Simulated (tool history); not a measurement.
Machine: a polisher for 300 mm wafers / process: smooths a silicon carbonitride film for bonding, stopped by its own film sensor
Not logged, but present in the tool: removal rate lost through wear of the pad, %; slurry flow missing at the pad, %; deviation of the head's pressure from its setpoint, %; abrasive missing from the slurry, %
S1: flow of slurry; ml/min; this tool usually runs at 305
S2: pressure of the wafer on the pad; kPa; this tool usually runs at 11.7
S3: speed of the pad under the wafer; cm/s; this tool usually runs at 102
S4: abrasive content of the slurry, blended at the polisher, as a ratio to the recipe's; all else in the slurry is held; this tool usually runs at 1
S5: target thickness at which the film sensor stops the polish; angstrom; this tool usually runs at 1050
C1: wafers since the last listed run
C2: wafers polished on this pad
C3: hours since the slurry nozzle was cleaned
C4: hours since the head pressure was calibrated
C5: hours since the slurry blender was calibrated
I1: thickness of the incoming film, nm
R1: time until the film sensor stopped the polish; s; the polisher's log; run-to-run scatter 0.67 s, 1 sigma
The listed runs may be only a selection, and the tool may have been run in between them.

Run 1, hour 0: usual settings but S4 1.05; C1 0; C2 2387; C3 327.8; C4 282.8; C5 250.8; I1 119.7. Result: R1 74.8 s.
Run 2, hour 66.3: usual settings; C1 791; C2 3178; C3 394.1; C4 349.1; C5 317.1; I1 118.5. Result: R1 71.6 s.
Run 3, hour 168.4: usual settings; C1 1218; C2 4396; C3 496.2; C4 451.2; C5 419.2; I1 122.3. Result: R1 92.6 s.
At hour 222.9: slurry nozzle cleaned.
At hour 223.4: slurry blender recalibrated.
Run 4, hour 225.6: usual settings; C1 664; C2 5061; C3 2.7; C4 508.4; C5 2.2; I1 118.2. Result: R1 67.7 s.
Run 5, hour 272.4: usual settings; C1 558; C2 5619; C3 49.5; C4 555.2; C5 49; I1 121.1. Result: R1 83.1 s.
Run 6, hour 356.4: usual settings; C1 1002; C2 6622; C3 133.5; C4 639.2; C5 133; I1 120.6. Result: R1 79.5 s.
At hour 378.1: worn pad replaced by a new one.
Run 7, hour 400.1: usual settings; C1 473; C2 262; C3 177.2; C4 682.9; C5 176.7; I1 118.6. Result: R1 70.8 s.
Run 8, hour 476.4: usual settings; C1 910; C2 1172; C3 253.5; C4 759.2; C5 253; I1 119.8. Result: R1 75.1 s.
Run 9, hour 531.3: usual settings; C1 655; C2 1827; C3 308.4; C4 814.1; C5 307.9; I1 118. Result: R1 68.3 s.
Run 10, hour 625.7: usual settings; C1 1126; C2 2954; C3 402.8; C4 908.5; C5 402.3; I1 119.8. Result: R1 78.7 s.
Run 11, hour 697.6: usual settings but S2 13.8 kPa, S3 78 cm/s; C1 857; C2 3812; C3 474.7; C4 980.4; C5 474.2; I1 119.9. Result: R1 88.7 s.
At hour 717.3: slurry blender recalibrated.
At hour 747.1: slurry nozzle cleaned.
At hour 747.3: head pressure recalibrated.
Run 12, hour 765: usual settings but S2 13.8 kPa, S3 78 cm/s; C1 766; C2 4578; C3 17.9; C4 17.7; C5 47.7; I1 121.6. Result: R1 92 s.
At hour 834.9: worn pad replaced by a new one.
Run 13, hour 870.4: usual settings but S2 9 kPa, S3 122 cm/s, S5 1000 angstrom; C1 1210; C2 423; C3 123.3; C4 123.1; C5 153.1; I1 120.5. Result: R1 112.3 s.
Run 14, hour 925.1: usual settings but S3 68 cm/s; C1 652; C2 1076; C3 178; C4 177.8; C5 207.8; I1 119.4. Result: R1 100.6 s.
Run 15, hour 989.9: usual settings but S3 82 cm/s; C1 773; C2 1849; C3 242.8; C4 242.6; C5 272.6; I1 118.1. Result: R1 79.8 s.
Run 16, hour 1078.2: usual settings but S2 13.8 kPa; C1 1053; C2 2903; C3 331.1; C4 330.9; C5 360.9; I1 120.3. Result: R1 69.1 s.
Run 17, hour 1130.7: usual settings but S5 1020 angstrom; C1 626; C2 3530; C3 383.6; C4 383.4; C5 413.4; I1 119.2. Result: R1 91.3 s.
Run 18, hour 1170.4: usual settings but S3 122 cm/s; C1 473; C2 4003; C3 423.3; C4 423.1; C5 453.1; I1 119.7. Result: R1 68 s.
At hour 1214.1: slurry nozzle cleaned.
Run 19, hour 1239.7: usual settings but S5 1020 angstrom; C1 815; C2 4818; C3 25.6; C4 492.4; C5 522.4; I1 119.5. Result: R1 89.2 s.
At hour 1245.1: slurry blender recalibrated.
Run 20, hour 1316.5: usual settings; C1 892; C2 5711; C3 102.4; C4 569.2; C5 71.4; I1 118.6. Result: R1 67.9 s.
Run 21, hour 1373.1: usual settings but S2 9.7 kPa, S4 1.2, S5 1000 angstrom; C1 675; C2 6386; C3 159; C4 625.8; C5 128; I1 119.3. Result: R1 106.6 s.
At hour 1405.7: worn pad replaced by a new one, of another model than before.
Run 22, hour 1411.9: usual settings but S3 84 cm/s, S4 0.85, S5 1100 angstrom; C1 415; C2 73; C3 197.8; C4 664.6; C5 166.8; I1 119.4. Result: R1 57.1 s.
Run 23, hour 1463.6: usual settings; C1 616; C2 690; C3 249.5; C4 716.3; C5 218.5; I1 119.3. Result: R1 74.1 s.
Run 24, hour 1557.4: usual settings but S3 128 cm/s; C1 1119; C2 1810; C3 343.3; C4 810.1; C5 312.3; I1 120.3. Result: R1 69.8 s.
Run 25, hour 1609.1: usual settings; C1 616; C2 2427; C3 395; C4 861.8; C5 364; I1 118.5. Result: R1 72 s.
Run 26, hour 1687.2: usual settings; C1 931; C2 3359; C3 473.1; C4 939.9; C5 442.1; I1 120.4. Result: R1 85.2 s.
At hour 1692.2: slurry blender recalibrated.
At hour 1737.1: head pressure recalibrated.
At hour 1764.3: slurry nozzle cleaned.
Run 27, hour 1853.1: usual settings but S1 355 ml/min; C1 1920; C2 5279; C3 88.8; C4 116; C5 160.9; I1 118.3. Result: R1 66.7 s.
At hour 1907.1: worn pad replaced by a new one.
Run 28, hour 1954.4: usual settings but S2 13.8 kPa, S3 128 cm/s, S4 0.9, S5 1030 angstrom; C1 1161; C2 564; C3 190.1; C4 217.3; C5 262.2; I1 120. Result: R1 68.2 s.
Run 29, hour 2038.2: usual settings; C1 999; C2 1564; C3 273.9; C4 301.1; C5 346; I1 120.2. Result: R1 77.8 s.
Run 30, hour 2242: usual settings but S3 78 cm/s, S5 1090 angstrom; C1 2431; C2 3996; C3 477.7; C4 504.9; C5 549.8; I1 119.2. Result: R1 65.6 s.

For each run, what was the tool's unlogged condition?
removal rate lost through wear of the pad, %: 0, the same for each run
deviation of the head's pressure from its setpoint, %: 0, the same for each run
abrasive missing from the slurry, %: 0, the same for each run
H1: slurry flow missing at the pad, %
run    H1
  1  18.5
  2    26
  3  40.3
  4  8.89
  5  9.28
  6  11.7
  7  13.8
  8    19
  9  23.9
 10  34.5
 11  44.4
 12  1.53
 13  3.87
 14  6.47
 15  10.8
 16  18.8
 17  24.7
 18  29.7
 19  2.05
 20   3.6
 21  5.94
 22  8.12
 23  11.8
 24  20.5
 25  26.6
 26  37.2
 27  4.47
 28  8.92
 29  15.1
 30  39.2
